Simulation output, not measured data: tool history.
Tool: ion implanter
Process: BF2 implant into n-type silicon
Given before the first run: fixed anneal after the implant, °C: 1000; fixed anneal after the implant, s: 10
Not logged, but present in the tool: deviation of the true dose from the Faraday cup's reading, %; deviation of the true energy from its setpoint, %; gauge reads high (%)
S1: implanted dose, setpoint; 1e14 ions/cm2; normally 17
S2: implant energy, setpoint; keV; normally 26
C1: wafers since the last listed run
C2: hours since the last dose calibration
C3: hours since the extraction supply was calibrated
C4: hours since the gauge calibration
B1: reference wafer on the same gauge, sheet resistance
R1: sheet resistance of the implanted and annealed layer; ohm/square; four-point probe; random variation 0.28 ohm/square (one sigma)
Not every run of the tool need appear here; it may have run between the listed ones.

run 1 hour=0 | S1=17 S2=31 | C1=0 C2=1042.4 C3=3800.1 C4=740.6 | B1=182.99 | R1=150.95
run 2 hour=51.6 | S1=17 S2=31 | C1=2089 C2=1094 C3=3851.7 C4=792.2 | B1=183.01 | R1=150.85
run 3 hour=114.8 | S1=14.58 S2=26 | C1=2558 C2=1157.2 C3=3914.9 C4=855.4 | B1=182.97 | R1=169.88
-- hour=176.7 Faraday cup replaced and dose calibrated
run 4 hour=179 | S1=17 S2=26 | C1=2275 C2=2.3 C3=3979.1 C4=919.6 | B1=182.94 | R1=166.33
run 5 hour=244.8 | S1=17 S2=31.5 | C1=2664 C2=68.1 C3=4044.9 C4=985.4 | B1=182.91 | R1=149.18
-- hour=245 gauge calibrated
run 6 hour=275.8 | S1=17 S2=31.5 | C1=1255 C2=99.1 C3=4075.9 C4=30.8 | B1=183.01 | R1=150.06
run 7 hour=326.7 | S1=17 S2=26 | C1=2060 C2=150 C3=4126.8 C4=81.7 | B1=183.02 | R1=166.9
run 8 hour=355.4 | S1=17 S2=26 | C1=1161 C2=178.7 C3=4155.5 C4=110.4 | B1=183.02 | R1=166.72
run 9 hour=420.7 | S1=17 S2=26 | C1=2643 C2=244 C3=4220.8 C4=175.7 | B1=182.97 | R1=166.89
run 10 hour=451.8 | S1=17 S2=26 | C1=1259 C2=275.1 C3=4251.9 C4=206.8 | B1=183.09 | R1=166.82
run 11 hour=506.1 | S1=17 S2=26 | C1=2198 C2=329.4 C3=4306.2 C4=261.1 | B1=183.02 | R1=166.71
run 12 hour=685.3 | S1=20.39 S2=26 | C1=7255 C2=508.6 C3=4485.4 C4=440.3 | B1=183.03 | R1=163.37
run 13 hour=746.1 | S1=20.39 S2=26 | C1=2461 C2=569.4 C3=4546.2 C4=501.1 | B1=183 | R1=163.32
run 14 hour=828.5 | S1=14.19 S2=26 | C1=3336 C2=651.8 C3=4628.6 C4=583.5 | B1=182.92 | R1=171.06
run 15 hour=876.3 | S1=14.19 S2=26 | C1=1935 C2=699.6 C3=4676.4 C4=631.3 | B1=182.96 | R1=170.83
run 16 hour=934 | S1=14.19 S2=26 | C1=2336 C2=757.3 C3=4734.1 C4=689 | B1=183 | R1=171.31
run 17 hour=1001.2 | S1=17 S2=28 | C1=2720 C2=824.5 C3=4801.3 C4=756.2 | B1=182.99 | R1=159.87
run 18 hour=1051.6 | S1=19 S2=33.5 | C1=2040 C2=874.9 C3=4851.7 C4=806.6 | B1=182.94 | R1=142.57
run 19 hour=1112.8 | S1=17 S2=26 | C1=2477 C2=936.1 C3=4912.9 C4=867.8 | B1=183.07 | R1=166.66
-- hour=1158.1 extraction supply calibrated
run 20 hour=1173.4 | S1=17 S2=26 | C1=2129 C2=996.7 C3=15.3 C4=928.4 | B1=183.01 | R1=161.36
run 21 hour=1206.2 | S1=18.7 S2=20.5 | C1=1327 C2=1029.5 C3=48.1 C4=961.2 | B1=182.99 | R1=183.27
run 22 hour=1239.9 | S1=19.15 S2=35 | C1=1364 C2=1063.2 C3=81.8 C4=994.9 | B1=183.02 | R1=135.24
run 23 hour=1285 | S1=17 S2=26 | C1=1825 C2=1108.3 C3=126.9 C4=1040 | B1=182.96 | R1=161.62
run 24 hour=1356.9 | S1=13.08 S2=20 | C1=2910 C2=1180.2 C3=198.8 C4=1111.9 | B1=183.03 | R1=194.59
run 25 hour=1407.9 | S1=20.22 S2=26 | C1=2064 C2=1231.2 C3=249.8 C4=1162.9 | B1=182.98 | R1=159.46
-- hour=1408.2 gauge calibrated
-- hour=1430 Faraday cup replaced and dose calibrated
run 26 hour=1436.2 | S1=12.2 S2=26 | C1=821 C2=6.2 C3=278.1 C4=28 | B1=182.89 | R1=171.24
run 27 hour=1463.1 | S1=17 S2=26 | C1=1089 C2=33.1 C3=305 C4=54.9 | B1=183.02 | R1=162.54
run 28 hour=1496.8 | S1=17 S2=23.5 | C1=1364 C2=66.8 C3=338.7 C4=88.6 | B1=183.08 | R1=172.64
run 29 hour=1564.2 | S1=19.08 S2=33 | C1=2728 C2=134.2 C3=406.1 C4=156 | B1=183.02 | R1=140.86
run 30 hour=1633.1 | S1=15.53 S2=35 | C1=2789 C2=203.1 C3=475 C4=224.9 | B1=182.97 | R1=139.15
run 31 hour=1678 | S1=18.9 S2=32 | C1=1817 C2=248 C3=519.9 C4=269.8 | B1=182.96 | R1=142.94
run 32 hour=1713.8 | S1=14.67 S2=18.5 | C1=1449 C2=283.8 C3=555.7 C4=305.6 | B1=182.92 | R1=200.3
run 33 hour=1781 | S1=17 S2=26 | C1=2720 C2=351 C3=622.9 C4=372.8 | B1=183.01 | R1=163.03
run 34 hour=1822.3 | S1=18.36 S2=34 | C1=1672 C2=392.3 C3=664.2 C4=414.1 | B1=182.99 | R1=138.86
run 35 hour=1872.6 | S1=12.07 S2=26 | C1=2036 C2=442.6 C3=714.5 C4=464.4 | B1=183.02 | R1=172.49

Predict each of these 4 candidate next runs independently; none follows another, all start after run 35:
run A hour=1873 | S1=17 S2=19 | C1=16 C2=443 C3=714.9 C4=464.8 | B1=? | R1=?
run B hour=1873 | S1=20.76 S2=17.5 | C1=16 C2=443 C3=714.9 C4=464.8 | B1=? | R1=?
run C hour=1873 | S1=19.18 S2=22 | C1=16 C2=443 C3=714.9 C4=464.8 | B1=? | R1=?
run D hour=1873 | S1=17 S2=22 | C1=16 C2=443 C3=714.9 C4=464.8 | B1=? | R1=?

run=A B1=183.08 R1=193.33
run=B B1=183.08 R1=196.78
run=C B1=183.08 R1=176.14
run=D B1=183.08 R1=178.69
With the hidden condition removed and each run's random variation left untouched, the same runs would have given:
run=A R1=192.38
run=B R1=195.85
run=C R1=175.24
run=D R1=177.77
